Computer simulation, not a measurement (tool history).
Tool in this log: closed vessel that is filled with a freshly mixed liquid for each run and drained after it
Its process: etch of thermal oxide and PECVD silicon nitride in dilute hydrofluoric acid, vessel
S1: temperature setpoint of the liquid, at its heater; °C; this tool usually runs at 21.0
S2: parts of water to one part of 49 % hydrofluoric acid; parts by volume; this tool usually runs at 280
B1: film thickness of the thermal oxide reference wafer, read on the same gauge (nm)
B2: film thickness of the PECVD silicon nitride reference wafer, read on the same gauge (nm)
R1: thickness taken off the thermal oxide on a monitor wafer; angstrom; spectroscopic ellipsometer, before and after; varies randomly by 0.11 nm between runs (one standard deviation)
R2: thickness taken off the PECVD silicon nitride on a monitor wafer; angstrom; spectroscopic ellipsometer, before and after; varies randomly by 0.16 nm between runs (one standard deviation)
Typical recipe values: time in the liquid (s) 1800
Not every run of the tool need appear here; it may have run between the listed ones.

run 1 hour=0.0 | S1=21.0 S2=185 time_in_the_liquid_(s)=1800 | B1=150.00 B2=89.99 | R1=372.9 R2=512.8
run 2 hour=61.1 | S1=18.0 S2=390 time_in_the_liquid_(s)=1800 | B1=149.97 B2=89.99 | R1=130.7 R2=204.5
run 3 hour=96.9 | S1=26.0 S2=235 time_in_the_liquid_(s)=2505 | B1=149.96 B2=90.01 | R1=467.0 R2=770.9
run 4 hour=149.1 | S1=21.0 S2=280 time_in_the_liquid_(s)=1800 | B1=150.02 B2=90.01 | R1=221.2 R2=338.3
run 5 hour=209.6 | S1=21.0 S2=280 time_in_the_liquid_(s)=1800 | B1=150.04 B2=90.00 | R1=220.2 R2=337.1
run 6 hour=272.9 | S1=26.0 S2=280 time_in_the_liquid_(s)=1410 | B1=150.03 B2=90.00 | R1=206.9 R2=359.2
run 7 hour=315.6 | S1=17.0 S2=280 time_in_the_liquid_(s)=1800 | B1=150.03 B2=90.00 | R1=188.6 R2=257.3
run 8 hour=379.1 | S1=21.0 S2=280 time_in_the_liquid_(s)=1800 | B1=149.96 B2=90.00 | R1=218.0 R2=331.1
run 9 hour=442.3 | S1=21.0 S2=280 time_in_the_liquid_(s)=1800 | B1=150.00 B2=90.00 | R1=219.1 R2=328.6
run 10 hour=475.2 | S1=18.0 S2=390 time_in_the_liquid_(s)=1800 | B1=150.01 B2=90.01 | R1=127.9 R2=199.3
run 11 hour=504.3 | S1=21.0 S2=280 time_in_the_liquid_(s)=1800 | B1=150.04 B2=90.00 | R1=218.3 R2=331.6
run 12 hour=561.8 | S1=22.5 S2=175 time_in_the_liquid_(s)=1050 | B1=150.02 B2=90.00 | R1=238.8 R2=333.3
run 13 hour=619.0 | S1=21.0 S2=360 time_in_the_liquid_(s)=2850 | B1=149.99 B2=90.01 | R1=248.3 R2=404.2
run 14 hour=653.9 | S1=25.5 S2=280 time_in_the_liquid_(s)=1800 | B1=149.97 B2=89.97 | R1=256.1 R2=432.8
run 15 hour=708.7 | S1=21.0 S2=280 time_in_the_liquid_(s)=1800 | B1=149.97 B2=90.01 | R1=217.6 R2=324.7
run 16 hour=780.0 | S1=21.0 S2=385 time_in_the_liquid_(s)=755 | B1=149.99 B2=90.02 | R1=59.8 R2=99.3
run 17 hour=841.5 | S1=21.0 S2=280 time_in_the_liquid_(s)=1800 | B1=149.99 B2=90.01 | R1=216.7 R2=319.7
run 18 hour=867.9 | S1=17.5 S2=395 time_in_the_liquid_(s)=1800 | B1=149.99 B2=90.02 | R1=122.1 R2=183.7
run 19 hour=902.8 | S1=21.0 S2=280 time_in_the_liquid_(s)=1800 | B1=149.99 B2=90.00 | R1=215.1 R2=320.2
run 20 hour=957.7 | S1=21.0 S2=235 time_in_the_liquid_(s)=2260 | B1=150.01 B2=89.99 | R1=333.4 R2=474.0
run 21 hour=1001.4 | S1=21.0 S2=205 time_in_the_liquid_(s)=1800 | B1=150.03 B2=90.00 | R1=311.8 R2=427.6
run 22 hour=1070.4 | S1=26.0 S2=280 time_in_the_liquid_(s)=1800 | B1=149.97 B2=90.00 | R1=254.9 R2=427.9
run 23 hour=1138.0 | S1=24.0 S2=370 time_in_the_liquid_(s)=1330 | B1=149.97 B2=90.00 | R1=121.1 R2=211.4
run 24 hour=1169.3 | S1=22.5 S2=410 time_in_the_liquid_(s)=1800 | B1=150.00 B2=89.98 | R1=136.3 R2=239.2
run 25 hour=1197.7 | S1=21.0 S2=280 time_in_the_liquid_(s)=1800 | B1=149.99 B2=90.00 | R1=210.7 R2=312.5

Missing from the log above: 1 entry noted between runs. For each, name the pair of listed runs it sits between and say how the tool's hidden condition differs from the listed run just before to the listed run just after:
In the gap between runs 12 and 13: gauge calibrated (hour 615.3)
  liquid colder than its thermometer reads (K): 1.2 -> 1.28
  measured minus no-state result, R1: -11.3 -> -11.5 angstrom; R2: -27.1 -> -33.5 angstrom

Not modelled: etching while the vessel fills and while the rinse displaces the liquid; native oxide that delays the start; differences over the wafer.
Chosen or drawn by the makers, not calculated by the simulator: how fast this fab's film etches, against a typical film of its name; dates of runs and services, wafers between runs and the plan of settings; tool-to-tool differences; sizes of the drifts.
